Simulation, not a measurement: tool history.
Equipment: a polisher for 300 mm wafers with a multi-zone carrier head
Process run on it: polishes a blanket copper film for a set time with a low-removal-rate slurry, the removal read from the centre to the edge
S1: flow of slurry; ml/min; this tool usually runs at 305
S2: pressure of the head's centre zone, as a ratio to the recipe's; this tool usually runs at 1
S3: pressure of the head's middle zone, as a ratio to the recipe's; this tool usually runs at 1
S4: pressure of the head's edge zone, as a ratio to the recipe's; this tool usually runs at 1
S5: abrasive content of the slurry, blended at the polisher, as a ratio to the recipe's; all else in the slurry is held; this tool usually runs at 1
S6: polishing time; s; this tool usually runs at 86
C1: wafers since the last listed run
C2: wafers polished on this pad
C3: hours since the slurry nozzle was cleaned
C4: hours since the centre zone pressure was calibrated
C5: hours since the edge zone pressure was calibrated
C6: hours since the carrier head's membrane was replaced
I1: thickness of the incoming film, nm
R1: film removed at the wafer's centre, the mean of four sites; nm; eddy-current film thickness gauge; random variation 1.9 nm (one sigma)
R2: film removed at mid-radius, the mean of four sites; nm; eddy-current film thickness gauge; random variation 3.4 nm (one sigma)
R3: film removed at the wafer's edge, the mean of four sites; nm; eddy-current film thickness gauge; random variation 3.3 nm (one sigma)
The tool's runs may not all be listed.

{"run": 1, "day": 0.0, "S1": 305, "S2": 1, "S3": 1, "S4": 1, "S5": 1.1, "S6": 86, "C1": 0, "C2": 114, "C3": 275.7, "C4": 56.7, "C5": 833.8, "C6": 651.5, "I1": 1389.8, "R1": 270.7, "R2": 271.2, "R3": 263.4}
{"run": 2, "day": 3.65, "S1": 305, "S2": 1, "S3": 1, "S4": 1, "S5": 1, "S6": 86, "C1": 969, "C2": 1083, "C3": 363.3, "C4": 144.3, "C5": 921.4, "C6": 739.1, "I1": 1389.8, "R1": 266.8, "R2": 260.8, "R3": 259.5}
{"run": 3, "day": 5.175, "S1": 305, "S2": 1, "S3": 1, "S4": 1, "S5": 1, "S6": 86, "C1": 404, "C2": 1488, "C3": 399.9, "C4": 180.9, "C5": 958, "C6": 775.7, "I1": 1397.1, "R1": 263.5, "R2": 263.7, "R3": 256.4}
{"run": 4, "day": 8.383, "S1": 305, "S2": 1, "S3": 1, "S4": 1, "S5": 1, "S6": 86, "C1": 851, "C2": 2340, "C3": 476.9, "C4": 257.9, "C5": 1035, "C6": 852.7, "I1": 1398.4, "R1": 262, "R2": 261.5, "R3": 263.3}
{"day": 16.896, "done": "worn pad replaced by a new one"}
{"run": 5, "day": 17.196, "S1": 305, "S2": 1.03, "S3": 1, "S4": 0.92, "S5": 1, "S6": 86, "C1": 2295, "C2": 79, "C3": 688.4, "C4": 469.4, "C5": 1246.5, "C6": 1064.2, "I1": 1385.7, "R1": 258.7, "R2": 250.4, "R3": 235.4}
{"day": 18.454, "done": "slurry nozzle cleaned"}
{"run": 6, "day": 21.879, "S1": 305, "S2": 1, "S3": 1, "S4": 1, "S5": 1, "S6": 86, "C1": 1232, "C2": 1312, "C3": 82.2, "C4": 581.8, "C5": 1358.9, "C6": 1176.6, "I1": 1389.3, "R1": 269.2, "R2": 266.4, "R3": 257.8}
{"run": 7, "day": 24.767, "S1": 305, "S2": 1, "S3": 1, "S4": 1, "S5": 1, "S6": 86, "C1": 766, "C2": 2078, "C3": 151.5, "C4": 651.1, "C5": 1428.2, "C6": 1245.9, "I1": 1385, "R1": 266.1, "R2": 266.7, "R3": 255.2}
{"day": 25.179, "done": "edge zone pressure recalibrated"}
{"run": 8, "day": 28.25, "S1": 305, "S2": 1, "S3": 1, "S4": 1, "S5": 1, "S6": 86, "C1": 902, "C2": 2981, "C3": 235.1, "C4": 734.7, "C5": 73.7, "C6": 1329.5, "I1": 1392.3, "R1": 268.5, "R2": 261.9, "R3": 257.9}
{"day": 28.912, "done": "carrier head's membrane replaced by a new one"}
{"day": 32.096, "done": "worn pad replaced by a new one"}
{"run": 9, "day": 32.117, "S1": 305, "S2": 1, "S3": 1, "S4": 1, "S5": 1, "S6": 86, "C1": 927, "C2": 5, "C3": 327.9, "C4": 827.5, "C5": 166.5, "C6": 76.9, "I1": 1374.8, "R1": 262.7, "R2": 267.1, "R3": 259.5}
{"run": 10, "day": 35.062, "S1": 305, "S2": 1.12, "S3": 1, "S4": 1, "S5": 0.9, "S6": 86, "C1": 782, "C2": 787, "C3": 398.6, "C4": 898.2, "C5": 237.2, "C6": 147.6, "I1": 1395.3, "R1": 292.2, "R2": 257.1, "R3": 255.6}
{"day": 35.804, "done": "centre zone pressure recalibrated"}
{"run": 11, "day": 38.892, "S1": 230, "S2": 1.12, "S3": 1, "S4": 0.95, "S5": 1, "S6": 86, "C1": 994, "C2": 1781, "C3": 490.5, "C4": 74.1, "C5": 329.1, "C6": 239.5, "I1": 1394.9, "R1": 278, "R2": 246, "R3": 245.8}
{"run": 12, "day": 41.35, "S1": 275, "S2": 1, "S3": 1, "S4": 0.94, "S5": 0.85, "S6": 94, "C1": 652, "C2": 2434, "C3": 549.5, "C4": 133.1, "C5": 388.1, "C6": 298.5, "I1": 1380.9, "R1": 268.7, "R2": 274.2, "R3": 263.4}
{"run": 13, "day": 45.421, "S1": 305, "S2": 0.94, "S3": 0.88, "S4": 0.94, "S5": 0.8, "S6": 86, "C1": 1080, "C2": 3515, "C3": 647.2, "C4": 230.8, "C5": 485.8, "C6": 396.2, "I1": 1398.6, "R1": 226.8, "R2": 220.3, "R3": 233.9}
{"day": 45.808, "done": "worn pad replaced by a new one"}
{"day": 47.054, "done": "slurry nozzle cleaned"}
{"run": 14, "day": 47.15, "S1": 380, "S2": 1, "S3": 1, "S4": 1.09, "S5": 1, "S6": 56, "C1": 403, "C2": 345, "C3": 2.3, "C4": 272.3, "C5": 527.3, "C6": 437.7, "I1": 1386.8, "R1": 177.3, "R2": 174.5, "R3": 182.3}
{"run": 15, "day": 50.258, "S1": 305, "S2": 1, "S3": 1, "S4": 1, "S5": 1, "S6": 86, "C1": 825, "C2": 1170, "C3": 76.9, "C4": 346.9, "C5": 601.9, "C6": 512.3, "I1": 1402.1, "R1": 270.6, "R2": 267.8, "R3": 261.4}
{"run": 16, "day": 53.375, "S1": 250, "S2": 1, "S3": 1, "S4": 1.12, "S5": 1, "S6": 86, "C1": 827, "C2": 1998, "C3": 151.7, "C4": 421.7, "C5": 676.7, "C6": 587.1, "I1": 1389.9, "R1": 257.8, "R2": 255.8, "R3": 272.3}
{"run": 17, "day": 54.988, "S1": 305, "S2": 0.97, "S3": 1, "S4": 1, "S5": 1.3, "S6": 86, "C1": 428, "C2": 2426, "C3": 190.4, "C4": 460.4, "C5": 715.4, "C6": 625.8, "I1": 1394.6, "R1": 275.1, "R2": 274.3, "R3": 272.9}
{"run": 18, "day": 57.458, "S1": 220, "S2": 1, "S3": 0.96, "S4": 1.1, "S5": 1, "S6": 96, "C1": 656, "C2": 3082, "C3": 249.7, "C4": 519.7, "C5": 774.7, "C6": 685.1, "I1": 1394.6, "R1": 280.5, "R2": 271.8, "R3": 296.5}
{"run": 19, "day": 60.354, "S1": 305, "S2": 1, "S3": 1, "S4": 1, "S5": 1, "S6": 86, "C1": 768, "C2": 3851, "C3": 319.2, "C4": 589.2, "C5": 844.2, "C6": 754.6, "I1": 1367.9, "R1": 266.4, "R2": 268.1, "R3": 257.2}
{"day": 63.054, "done": "worn pad replaced by a new one"}
{"run": 20, "day": 63.229, "S1": 240, "S2": 1.07, "S3": 1, "S4": 0.95, "S5": 1, "S6": 86, "C1": 719, "C2": 46, "C3": 388.2, "C4": 658.2, "C5": 913.2, "C6": 823.6, "I1": 1398.5, "R1": 273, "R2": 254.7, "R3": 243.8}
{"run": 21, "day": 65.454, "S1": 305, "S2": 1, "S3": 1, "S4": 1, "S5": 1, "S6": 86, "C1": 590, "C2": 637, "C3": 441.6, "C4": 711.6, "C5": 966.6, "C6": 877, "I1": 1360.1, "R1": 259.6, "R2": 261.8, "R3": 253.7}

Run-by-run hidden state of the tool:
removal rate lost through wear of the pad, %: 0 across all the runs
deviation of the centre zone's pressure from its setpoint, %: 0 across all the runs
deviation of the edge zone's pressure from its setpoint, %: 0 across all the runs
H1: slurry flow missing at the pad, %
run=1 H1=10.2
run=2 H1=14.7
run=3 H1=16.9
run=4 H1=22.4
run=5 H1=42.2
run=6 H1=7.01
run=7 H1=8.31
run=8 H1=10.9
run=9 H1=15.1
run=10 H1=19.3
run=11 H1=25.8
run=12 H1=30.8
run=13 H1=40.2
run=14 H1=4.16
run=15 H1=4.63
run=16 H1=6.01
run=17 H1=7.07
run=18 H1=9.17
run=19 H1=12.4
run=20 H1=16.3
run=21 H1=19.9
